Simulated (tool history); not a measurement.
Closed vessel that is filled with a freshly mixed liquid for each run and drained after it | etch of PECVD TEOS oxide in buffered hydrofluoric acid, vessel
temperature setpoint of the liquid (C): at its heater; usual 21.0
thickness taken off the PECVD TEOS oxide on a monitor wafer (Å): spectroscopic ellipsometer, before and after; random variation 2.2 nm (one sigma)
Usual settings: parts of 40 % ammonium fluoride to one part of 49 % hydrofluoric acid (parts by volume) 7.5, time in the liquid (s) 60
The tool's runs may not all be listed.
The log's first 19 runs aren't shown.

run    hour  temperature setpoint of the liquid (C)  parts of 40 % ammonium fluoride to one part of 49 % hydrofluoric acid (parts by volume)  time in the liquid (s)  wafers since the last listed run  hours since the thermometer was replaced  hours since the hydrofluoric acid flow meter was replaced  hours since the gauge calibration  read-back film thickness of the PECVD TEOS oxide reference wafer, read on the same gauge (nm)  thickness taken off the PECVD TEOS oxide on a monitor wafer (Å)
 20   993.2                                    23.5                                                                                     10.0                      40                              3381                                     334.6                                                      427.7                              867.4                                                                                         119.99                                                           1523.7
 21  1063.2                                    21.0                                                                                     10.0                      60                              7283                                     404.6                                                      497.7                              937.4                                                                                         120.00                                                           1997.6
 22  1109.5                                    21.0                                                                                      7.5                      60                              4817                                     450.9                                                      544.0                              983.7                                                                                         120.01                                                           2709.7
 23  1146.1                                    21.0                                                                                      7.5                      60                              3808                                     487.5                                                      580.6                             1020.3                                                                                         120.00                                                           2745.9
 24  1214.5                                    19.0                                                                                      7.5                      40                              7117                                     555.9                                                      649.0                             1088.7                                                                                         120.00                                                           1603.8
 25  1282.2                                    17.5                                                                                      7.5                      90                              7044                                     623.6                                                      716.7                             1156.4                                                                                         119.99                                                           3392.8
 26  1315.8                                    18.5                                                                                      7.5                      60                              3496                                     657.2                                                      750.3                             1190.0                                                                                         120.00                                                           2390.9
 27  1386.7                                    24.0                                                                                      9.5                      35                              7377                                     728.1                                                      821.2                             1260.9                                                                                         119.99                                                           1526.6
     1390.1  -- hydrofluoric acid flow meter replaced
 28  1427.7                                    21.0                                                                                      7.5                      85                              4162                                     769.1                                                       37.6                             1301.9                                                                                         120.00                                                           3446.4
 29  1465.1                                    18.5                                                                                      5.0                      90                              3891                                     806.5                                                       75.0                             1339.3                                                                                         119.99                                                           4647.1
 30  1530.1                                    21.0                                                                                      7.5                      60                              6763                                     871.5                                                      140.0                             1404.3                                                                                         120.00                                                           2501.3
 31  1563.1                                    21.0                                                                                      7.5                      50                              3433                                     904.5                                                      173.0                             1437.3                                                                                         120.01                                                           2077.0
 32  1614.6                                    23.0                                                                                     10.5                      90                              5358                                     956.0                                                      224.5                             1488.8                                                                                         120.02                                                           3069.2
 33  1668.1                                    21.0                                                                                      6.0                      60                              5566                                    1009.5                                                      278.0                             1542.3                                                                                         120.01                                                           3057.5
 34  1704.8                                    21.0                                                                                      7.5                      60                              3818                                    1046.2                                                      314.7                             1579.0                                                                                         119.99                                                           2517.7

Forecast each of these 3 alternatives for the next run:
  A  1705.5                                    22.5                                                                                      7.5                      60                                72                                    1046.9                                                      315.4                             1579.7                                                                                              ?                                                                ?
  B  1705.5                                    17.5                                                                                      6.0                      80                                72                                    1046.9                                                      315.4                             1579.7                                                                                              ?                                                                ?
  C  1705.5                                    18.0                                                                                     10.0                      95                                72                                    1046.9                                                      315.4                             1579.7                                                                                              ?                                                                ?

run  read-back film thickness of the PECVD TEOS oxide reference wafer, read on the same gauge (nm)  thickness taken off the PECVD TEOS oxide on a monitor wafer (Å)
  A                                                                                         120.01                                                           2797.6
  B                                                                                         120.01                                                           3427.6
  C                                                                                         120.01                                                           2581.3
Without the tool's hidden state the same runs would have given:
run  thickness taken off the PECVD TEOS oxide on a monitor wafer (Å)
  A                                                           2737.5
  B                                                           3398.8
  C                                                           2588.7

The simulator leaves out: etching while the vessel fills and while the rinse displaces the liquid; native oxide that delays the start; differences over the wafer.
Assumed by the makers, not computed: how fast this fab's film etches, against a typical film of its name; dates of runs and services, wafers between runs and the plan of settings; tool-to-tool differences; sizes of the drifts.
